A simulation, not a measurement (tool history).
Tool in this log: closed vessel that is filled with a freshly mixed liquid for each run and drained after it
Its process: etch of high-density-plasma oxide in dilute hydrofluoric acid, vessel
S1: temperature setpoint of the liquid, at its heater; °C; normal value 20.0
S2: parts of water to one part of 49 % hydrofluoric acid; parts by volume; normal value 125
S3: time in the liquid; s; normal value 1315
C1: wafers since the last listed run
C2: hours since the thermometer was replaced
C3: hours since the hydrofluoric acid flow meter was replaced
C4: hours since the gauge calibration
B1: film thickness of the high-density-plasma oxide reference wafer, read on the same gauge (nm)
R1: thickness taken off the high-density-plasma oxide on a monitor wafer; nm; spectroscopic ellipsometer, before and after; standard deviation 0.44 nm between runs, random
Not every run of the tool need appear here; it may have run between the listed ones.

Run 1, hour 0.0: usual settings but S2 145 parts by volume; C1 0; C2 1847.7; C3 746.1; C4 115.6; B1 90.03. Result: R1 47.46 nm.
Run 2, hour 102.6: usual settings but S2 145 parts by volume; C1 4955; C2 1950.3; C3 848.7; C4 218.2; B1 89.96. Result: R1 48.32 nm.
Run 3, hour 233.8: usual settings but S2 145 parts by volume; C1 6336; C2 2081.5; C3 979.9; C4 349.4; B1 89.98. Result: R1 47.82 nm.
Run 4, hour 299.5: usual settings; C1 3173; C2 2147.2; C3 1045.6; C4 415.1; B1 89.99. Result: R1 56.49 nm.
Run 5, hour 375.5: usual settings; C1 3670; C2 2223.2; C3 1121.6; C4 491.1; B1 90.00. Result: R1 56.05 nm.
Run 6, hour 444.1: usual settings but S3 975 s; C1 3313; C2 2291.8; C3 1190.2; C4 559.7; B1 89.99. Result: R1 41.22 nm.
Run 7, hour 537.4: usual settings but S1 23.5 °C, S3 820 s; C1 4506; C2 2385.1; C3 1283.5; C4 653.0; B1 90.02. Result: R1 40.14 nm.
Run 8, hour 590.7: usual settings; C1 2574; C2 2438.4; C3 1336.8; C4 706.3; B1 90.02. Result: R1 55.32 nm.
Run 9, hour 632.2: usual settings; C1 2004; C2 2479.9; C3 1378.3; C4 747.8; B1 89.99. Result: R1 55.00 nm.
Run 10, hour 671.2: usual settings; C1 1883; C2 2518.9; C3 1417.3; C4 786.8; B1 90.01. Result: R1 55.67 nm.
At hour 777.2: thermometer replaced.
Run 11, hour 851.7: usual settings; C1 8669; C2 74.5; C3 1597.8; C4 967.3; B1 89.97. Result: R1 59.29 nm.
Run 12, hour 891.0: usual settings; C1 1898; C2 113.8; C3 1637.1; C4 1006.6; B1 89.99. Result: R1 59.35 nm.
Run 13, hour 959.9: usual settings; C1 3327; C2 182.7; C3 1706.0; C4 1075.5; B1 89.98. Result: R1 59.04 nm.
At hour 1007.3: gauge calibrated.
Run 14, hour 1036.0: usual settings; C1 3675; C2 258.8; C3 1782.1; C4 28.7; B1 89.97. Result: R1 58.73 nm.
Run 15, hour 1104.8: usual settings but S2 85 parts by volume, S3 920 s; C1 3323; C2 327.6; C3 1850.9; C4 97.5; B1 90.03. Result: R1 62.74 nm.
Run 16, hour 1159.4: usual settings but S1 18.0 °C; C1 2637; C2 382.2; C3 1905.5; C4 152.1; B1 90.04. Result: R1 53.56 nm.
Run 17, hour 1201.7: usual settings but S1 17.0 °C; C1 2043; C2 424.5; C3 1947.8; C4 194.4; B1 89.97. Result: R1 51.60 nm.
Run 18, hour 1245.5: usual settings but S3 1605 s; C1 2115; C2 468.3; C3 1991.6; C4 238.2; B1 90.01. Result: R1 70.92 nm.
Run 19, hour 1319.5: usual settings; C1 3574; C2 542.3; C3 2065.6; C4 312.2; B1 89.97. Result: R1 57.68 nm.
Run 20, hour 1403.0: usual settings but S1 17.0 °C, S3 665 s; C1 4033; C2 625.8; C3 2149.1; C4 395.7; B1 90.03. Result: R1 25.68 nm.
Run 21, hour 1502.1: usual settings; C1 4786; C2 724.9; C3 2248.2; C4 494.8; B1 90.00. Result: R1 56.94 nm.
Run 22, hour 1544.7: usual settings but S1 17.0 °C, S3 670 s; C1 2057; C2 767.5; C3 2290.8; C4 537.4; B1 90.04. Result: R1 25.94 nm.
Run 23, hour 1632.6: usual settings but S1 17.0 °C, S2 140 parts by volume, S3 1540 s; C1 4245; C2 855.4; C3 2378.7; C4 625.3; B1 89.97. Result: R1 50.97 nm.
At hour 1635.1: hydrofluoric acid flow meter replaced.
Run 24, hour 1735.8: usual settings but S1 17.0 °C, S2 170 parts by volume; C1 4936; C2 958.6; C3 100.7; C4 728.5; B1 90.00. Result: R1 36.79 nm.
Run 25, hour 1813.9: usual settings but S1 23.0 °C, S2 180 parts by volume; C1 3772; C2 1036.7; C3 178.8; C4 806.6; B1 89.95. Result: R1 43.42 nm.
Run 26, hour 1907.2: usual settings; C1 4506; C2 1130.0; C3 272.1; C4 899.9; B1 89.99. Result: R1 58.27 nm.
Run 27, hour 1952.7: usual settings; C1 2197; C2 1175.5; C3 317.6; C4 945.4; B1 90.02. Result: R1 57.35 nm.
Run 28, hour 2159.5: usual settings but S1 17.0 °C, S2 85 parts by volume, S3 935 s; C1 9988; C2 1382.3; C3 524.4; C4 1152.2; B1 90.00. Result: R1 55.85 nm.
Run 29, hour 2198.8: usual settings but S1 22.5 °C, S2 75 parts by volume, S3 1705 s; C1 1898; C2 1421.6; C3 563.7; C4 1191.5; B1 90.01. Result: R1 145.96 nm.
At hour 2214.0: gauge calibrated.
Run 30, hour 2288.0: usual settings; C1 4308; C2 1510.8; C3 652.9; C4 74.0; B1 90.02. Result: R1 57.12 nm.

Each row is a separate what-if for the run after 30, all from the same tool condition, not one after another. Results?
Run A, hour 2289.0: usual settings; C1 48; C2 1511.8; C3 653.9; C4 75.0; B1 ?. Result: R1 ?.
Run B, hour 2289.0: usual settings but S2 160 parts by volume; C1 48; C2 1511.8; C3 653.9; C4 75.0; B1 ?. Result: R1 ?.
Run C, hour 2289.0: usual settings but S3 615 s; C1 48; C2 1511.8; C3 653.9; C4 75.0; B1 ?. Result: R1 ?.
Run D, hour 2289.0: usual settings but S2 110 parts by volume; C1 48; C2 1511.8; C3 653.9; C4 75.0; B1 ?. Result: R1 ?.
Run E, hour 2289.0: usual settings but S1 21.5 °C, S2 105 parts by volume, S3 710 s; C1 48; C2 1511.8; C3 653.9; C4 75.0; B1 ?. Result: R1 ?.

run     B1     R1
  A  90.00  57.48
  B  90.00  43.31
  C  90.00  26.88
  D  90.00  66.37
  E  90.00  40.15
Without the tool's unlogged condition, the same runs would have read:
run     R1
  A  61.44
  B  46.26
  C  28.73
  D  70.96
  E  42.90
